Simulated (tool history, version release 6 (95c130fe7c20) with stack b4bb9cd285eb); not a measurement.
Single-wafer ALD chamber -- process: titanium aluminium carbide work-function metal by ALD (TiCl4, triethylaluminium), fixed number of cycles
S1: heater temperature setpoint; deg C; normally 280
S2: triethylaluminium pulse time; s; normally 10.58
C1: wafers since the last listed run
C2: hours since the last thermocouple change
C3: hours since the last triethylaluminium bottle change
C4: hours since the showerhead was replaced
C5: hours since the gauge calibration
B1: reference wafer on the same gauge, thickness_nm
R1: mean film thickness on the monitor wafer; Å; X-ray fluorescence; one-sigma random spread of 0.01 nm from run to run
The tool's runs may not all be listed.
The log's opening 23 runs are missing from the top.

run	hour	S1	S2	C1	C2	C3	C4	C5	B1	R1
24	2052.8	280	9.28	671	751.3	318.7	459.3	487.5	1.989	18.63
25	2147	280	9.32	1497	845.5	412.9	553.5	581.7	1.994	18.61
26	2244	273	8.86	1542	942.5	509.9	650.5	678.7	1.99	17.97
27	2292	293	13.94	763	990.5	557.9	698.5	726.7	1.988	20.16
28	2369	271	9.36	1224	1067.5	634.9	775.5	803.7	1.993	17.8
29	2438.5	284	13.08	1105	1137	704.4	845	873.2	1.992	19.21
30	2514.1	265	7.02	1202	1212.6	780	920.6	948.8	1.989	16.85
31	2560.6	280	10.58	739	1259.1	826.5	967.1	995.3	1.992	18.71
32	2642.6	280	10.58	1303	1341.1	908.5	1049.1	1077.3	1.993	18.77

Branching from run 32: 5 alternative next runs. What would each branch give?
A	2643	280	13.4	6	1341.5	908.9	1049.5	1077.7	?	?
B	2643	276	10.58	6	1341.5	908.9	1049.5	1077.7	?	?
C	2643	292	6.69	6	1341.5	908.9	1049.5	1077.7	?	?
D	2643	280	12.52	6	1341.5	908.9	1049.5	1077.7	?	?
E	2643	280	14.21	6	1341.5	908.9	1049.5	1077.7	?	?

run	B1	R1
A	1.988	18.94
B	1.988	18.38
C	1.988	18.69
D	1.988	18.88
E	1.988	18.99
Had the tool no hidden state, the same runs would have come out as:
run	R1
A	18.94
B	18.38
C	18.69
D	18.88
E	18.99
